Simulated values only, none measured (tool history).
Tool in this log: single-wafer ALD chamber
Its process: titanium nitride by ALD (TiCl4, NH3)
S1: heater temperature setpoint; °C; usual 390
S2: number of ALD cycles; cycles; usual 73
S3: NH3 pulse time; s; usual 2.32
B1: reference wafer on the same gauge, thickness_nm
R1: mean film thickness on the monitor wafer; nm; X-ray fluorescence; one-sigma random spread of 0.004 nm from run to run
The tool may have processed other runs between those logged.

| run | day | S1 | S2 | S3 | B1 | R1 |
|---|---|---|---|---|---|---|
| 1 | 0 | 395 | 73 | 2.32 | 1.572 | 1.613 |
| 2 | 2.229 | 390 | 65 | 2.32 | 1.574 | 1.426 |
| 3 | 4.85 | 390 | 65 | 2.32 | 1.576 | 1.421 |
| 4 | 6.371 | 390 | 65 | 2.32 | 1.572 | 1.427 |
| 5 | 15.221 | 390 | 73 | 2.32 | 1.573 | 1.599 |
| 6 | 19.008 | 390 | 73 | 2.32 | 1.571 | 1.598 |
| 7 | 23.3 | 390 | 73 | 2.32 | 1.57 | 1.596 |
| 8 | 26.604 | 390 | 73 | 2.32 | 1.569 | 1.598 |
| 9 | 29.838 | 390 | 73 | 2.32 | 1.57 | 1.594 |
| 10 | 33.733 | 390 | 73 | 2.32 | 1.569 | 1.598 |
|  | 34.225 | showerhead replaced |
| 11 | 36.896 | 393 | 73 | 2.32 | 1.568 | 1.602 |
| 12 | 40.054 | 390 | 63 | 2.32 | 1.569 | 1.375 |
|  | 50 | thermocouple changed; heater temperature recalibrated |
| 13 | 52.158 | 378 | 73 | 2.65 | 1.568 | 1.599 |
| 14 | 56.483 | 378 | 73 | 2.65 | 1.565 | 1.597 |
|  | 58.079 | gauge calibrated |
| 15 | 58.158 | 405 | 81 | 3.1 | 1.58 | 1.83 |
| 16 | 62.121 | 390 | 83 | 2.32 | 1.58 | 1.83 |
| 17 | 66.188 | 375 | 66 | 1.42 | 1.577 | 1.348 |
| 18 | 68.312 | 382 | 66 | 2.63 | 1.579 | 1.462 |
| 19 | 72.808 | 390 | 73 | 2.32 | 1.581 | 1.605 |
| 20 | 75.288 | 385 | 78 | 1.6 | 1.579 | 1.647 |
| 21 | 77.829 | 400 | 67 | 2.81 | 1.579 | 1.497 |
| 22 | 80.2 | 390 | 73 | 2.32 | 1.577 | 1.606 |
| 23 | 84.596 | 390 | 73 | 2.32 | 1.576 | 1.61 |
| 24 | 86.45 | 376 | 83 | 2.32 | 1.577 | 1.808 |
| 25 | 90.258 | 402 | 73 | 1.7 | 1.576 | 1.588 |
| 26 | 93.896 | 404 | 62 | 2.56 | 1.574 | 1.386 |
| 27 | 96.671 | 386 | 73 | 2.32 | 1.574 | 1.596 |
| 28 | 98.992 | 390 | 73 | 2.32 | 1.577 | 1.6 |
| 29 | 103.446 | 398 | 79 | 1.93 | 1.573 | 1.723 |

Predict each of these 4 candidate next runs independently; none follows another, all start after run 29:
| A | 103.471 | 390 | 73 | 2.32 | ? | ? |
| B | 103.471 | 378 | 87 | 2.32 | ? | ? |
| C | 103.471 | 390 | 60 | 1.87 | ? | ? |
| D | 103.471 | 385 | 63 | 2.84 | ? | ? |

| run | B1 | R1 |
|---|---|---|
| A | 1.574 | 1.605 |
| B | 1.574 | 1.894 |
| C | 1.574 | 1.297 |
| D | 1.574 | 1.398 |
Without the tool's hidden state the same runs would have given:
| run | R1 |
|---|---|
| A | 1.611 |
| B | 1.901 |
| C | 1.301 |
| D | 1.403 |
